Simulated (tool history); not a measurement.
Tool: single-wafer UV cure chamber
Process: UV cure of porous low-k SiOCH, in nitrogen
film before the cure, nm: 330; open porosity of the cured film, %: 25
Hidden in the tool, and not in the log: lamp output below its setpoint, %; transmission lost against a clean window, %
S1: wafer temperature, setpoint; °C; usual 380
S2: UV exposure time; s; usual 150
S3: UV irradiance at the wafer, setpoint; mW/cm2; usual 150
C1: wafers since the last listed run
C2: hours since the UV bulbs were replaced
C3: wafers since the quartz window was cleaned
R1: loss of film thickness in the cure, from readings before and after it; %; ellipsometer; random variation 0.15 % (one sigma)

run 1 hour=0.0 | S1=380 S2=195 S3=173 | C1=0 C2=1099.5 C3=1026 | R1=13.653
run 2 hour=87.7 | S1=380 S2=195 S3=173 | C1=351 C2=1187.2 C3=1378 | R1=13.713
-- hour=123.2 quartz window cleaned
run 3 hour=165.3 | S1=380 S2=195 S3=173 | C1=279 C2=1264.8 C3=168 | R1=13.358
run 4 hour=223.3 | S1=380 S2=125 S3=182 | C1=232 C2=1322.8 C3=401 | R1=11.235
run 5 hour=325.8 | S1=380 S2=125 S3=182 | C1=411 C2=1425.3 C3=812 | R1=11.133
run 6 hour=371.5 | S1=380 S2=125 S3=182 | C1=183 C2=1471.0 C3=996 | R1=11.349
-- hour=435.9 quartz window cleaned
run 7 hour=447.6 | S1=380 S2=150 S3=166 | C1=273 C2=1547.1 C3=47 | R1=11.510
run 8 hour=511.7 | S1=380 S2=125 S3=182 | C1=257 C2=1611.2 C3=304 | R1=11.056
run 9 hour=590.4 | S1=380 S2=100 S3=173 | C1=315 C2=1689.9 C3=619 | R1=9.713
run 10 hour=658.0 | S1=391 S2=70 S3=167 | C1=271 C2=1757.5 C3=890 | R1=7.987
run 11 hour=762.0 | S1=369 S2=115 S3=150 | C1=417 C2=1861.5 C3=1308 | R1=9.339
-- hour=801.8 quartz window cleaned
-- hour=825.9 UV bulbs replaced
run 12 hour=863.1 | S1=371 S2=90 S3=180 | C1=341 C2=37.2 C3=213 | R1=11.083
run 13 hour=935.4 | S1=380 S2=115 S3=167 | C1=289 C2=109.5 C3=503 | R1=12.099
run 14 hour=1035.0 | S1=380 S2=150 S3=150 | C1=399 C2=209.1 C3=903 | R1=12.732
run 15 hour=1080.0 | S1=370 S2=75 S3=124 | C1=180 C2=254.1 C3=1083 | R1=8.267

The tool's hidden state at each run:
transmission lost against a clean window, %: 0 in every run
H1: lamp output below its setpoint, %
run=1 H1=23.2
run=2 H1=24.8
run=3 H1=26.3
run=4 H1=27.4
run=5 H1=29.4
run=6 H1=30.3
run=7 H1=31.7
run=8 H1=32.9
run=9 H1=34.4
run=10 H1=35.7
run=11 H1=37.7
run=12 H1=2.04
run=13 H1=3.42
run=14 H1=5.33
run=15 H1=6.19

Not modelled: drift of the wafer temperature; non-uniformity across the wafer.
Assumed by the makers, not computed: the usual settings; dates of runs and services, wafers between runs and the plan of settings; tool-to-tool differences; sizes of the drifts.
